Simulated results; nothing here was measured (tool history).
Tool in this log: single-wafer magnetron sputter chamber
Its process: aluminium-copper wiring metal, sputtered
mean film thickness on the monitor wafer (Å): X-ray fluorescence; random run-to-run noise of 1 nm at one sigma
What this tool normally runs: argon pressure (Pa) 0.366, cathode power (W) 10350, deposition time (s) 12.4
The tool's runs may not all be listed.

run    hour  argon pressure (Pa)  cathode power (W)  deposition time (s)  read-back reference wafer on the same gauge, thickness_nm  mean film thickness on the monitor wafer (Å)
  1     0.0                0.366              10350                 12.4                                                    287.784                                       2458.45
  2    62.8                0.366              10350                 12.4                                                    287.606                                       2439.62
      140.8  -- sputter target and shields replaced
  3   153.9                0.366              10350                 12.4                                                    288.009                                       2433.35
  4   209.8                0.366              10950                 11.5                                                    287.851                                       2416.17
  5   277.7                0.366              10950                 11.5                                                    288.057                                       2411.08
  6   328.3                0.366              10950                 11.5                                                    287.700                                       2401.46
  7   408.1                0.366              10350                 12.4                                                    287.820                                       2471.27
  8   454.5                0.366              10350                 12.4                                                    287.873                                       2475.33
      487.2  -- sputter target and shields replaced
  9   531.6                0.366              10350                 12.4                                                    287.780                                       2447.41
 10   596.5                0.366              10350                 12.4                                                    287.990                                       2482.25
      654.1  -- capacitance manometer re-zeroed and calibrated
 11   661.5                0.366              10350                 12.4                                                    287.795                                       2393.96
 12   706.7                0.366              10350                 12.4                                                    288.094                                       2375.16
 13   778.7                0.366              11900                 12.4                                                    287.892                                       2743.15
 14   858.4                0.416              10350                 11.4                                                    287.874                                       2144.71
      882.9  -- sputter target and shields replaced
 15   928.0                0.366              11850                 12.4                                                    287.858                                       2749.57
      986.7  -- gauge calibrated
 16   990.3                0.434              12650                 12.4                                                    287.668                                       2828.29
 17  1056.0                0.318              12050                 13.4                                                    288.026                                       3095.88
 18  1123.3                0.366               9050                 10.4                                                    287.957                                       1770.13
 19  1204.0                0.366               8050                 11.0                                                    288.081                                       1685.43
 20  1245.9                0.458               9700                 12.4                                                    288.171                                       2165.08
     1265.4  -- sputter target and shields replaced
 21  1353.0                0.366              12050                 12.4                                                    287.864                                       2794.57
     1381.3  -- magnet pack replaced
 22  1412.4                0.366              10350                 12.4                                                    288.402                                       2406.42
 23  1496.6                0.366              10350                 12.4                                                    288.063                                       2426.45
 24  1602.3                0.284              12150                 12.4                                                    287.999                                       2965.58
     1616.7  -- sputter target and shields replaced
 25  1699.9                0.285              12700                 11.5                                                    287.820                                       2853.49
 26  1802.6                0.366              10350                 12.4                                                    287.715                                       2435.23

Here are 5 independent what-if runs from the current tool condition. What would each one return?
  A  1803.0                0.366              10350                 12.4                                                          ?                                             ?
  B  1803.0                0.452              11250                 10.4                                                          ?                                             ?
  C  1803.0                0.366              10350                 11.7                                                          ?                                             ?
  D  1803.0                0.500              11450                 11.3                                                          ?                                             ?
  E  1803.0                0.231               8100                 14.2                                                          ?                                             ?

run  read-back reference wafer on the same gauge, thickness_nm  mean film thickness on the monitor wafer (Å)
  A                                                    288.353                                       2428.71
  B                                                    288.353                                       2115.58
  C                                                    288.353                                       2291.61
  D                                                    288.353                                       2283.71
  E                                                    288.353                                       2353.08
With the hidden condition removed and each run's random variation left untouched, the same runs would have given:
run  mean film thickness on the monitor wafer (Å)
  A                                       2400.53
  B                                       2085.74
  C                                       2265.01
  D                                       2248.42
  E                                       2335.46

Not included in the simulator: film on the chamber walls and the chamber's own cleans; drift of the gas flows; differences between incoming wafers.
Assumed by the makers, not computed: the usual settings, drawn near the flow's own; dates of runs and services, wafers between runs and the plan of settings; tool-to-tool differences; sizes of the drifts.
